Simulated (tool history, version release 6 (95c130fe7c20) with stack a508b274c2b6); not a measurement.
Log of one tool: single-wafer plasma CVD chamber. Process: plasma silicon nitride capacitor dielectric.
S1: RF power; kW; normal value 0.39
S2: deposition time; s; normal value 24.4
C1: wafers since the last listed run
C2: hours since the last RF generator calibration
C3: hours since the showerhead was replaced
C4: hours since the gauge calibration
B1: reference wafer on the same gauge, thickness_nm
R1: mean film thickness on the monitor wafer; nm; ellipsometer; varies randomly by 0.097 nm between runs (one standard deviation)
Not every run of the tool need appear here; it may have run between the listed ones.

run	hour	S1	S2	C1	C2	C3	C4	B1	R1
1	0	0.335	24.4	0	641.8	5004.4	396.8	36.37	30.213
2	46.9	0.335	24.4	1355	688.7	5051.3	443.7	36.43	30.288
3	105.5	0.355	24.4	1693	747.3	5109.9	502.3	36.386	30.548
4	169.2	0.39	21.5	1841	811	5173.6	566	36.417	27.226
5	227.9	0.39	21.5	1696	869.7	5232.3	624.7	36.391	27.525
6	323.7	0.39	21.5	2769	965.5	5328.1	720.5	36.396	27.511
7	432.2	0.39	24.4	3136	1074	5436.6	829	36.394	30.991
# hour 680.1: RF generator calibrated
8	680.6	0.39	25.5	6948	0.5	5685	1077.4	36.374	33.014
9	727.9	0.39	25.5	1367	47.8	5732.3	1124.7	36.415	33.041
# hour 790.2: showerhead replaced
10	835	0.39	24.4	2864	154.9	44.8	1231.8	36.354	31.385
11	929.6	0.39	24.4	2734	249.5	139.4	1326.4	36.431	31.255
12	1017.1	0.39	24.4	2529	337	226.9	1413.9	36.38	31.271
13	1111.9	0.39	24.4	2740	431.8	321.7	1508.7	36.39	31.258
14	1150.6	0.345	24.4	1118	470.5	360.4	1547.4	36.418	30.507
15	1238.3	0.44	25.6	2534	558.2	448.1	1635.1	36.408	33.52
16	1285.4	0.39	24.4	1361	605.3	495.2	1682.2	36.433	31.261
17	1367	0.345	23.2	2358	686.9	576.8	1763.8	36.348	29.195
18	1451.4	0.33	22.8	2439	771.3	661.2	1848.2	36.444	28.183

For run 19, what comes out?
# hour 1470.5: gauge calibrated
19	1516.3	0.39	24.4	1875	836.2	726.1	45.8	?	?

{"run 19": {"B1": 36.43, "R1": 31.121}}
Without the tool's hidden state the same run would have given R1 31.599 nm.
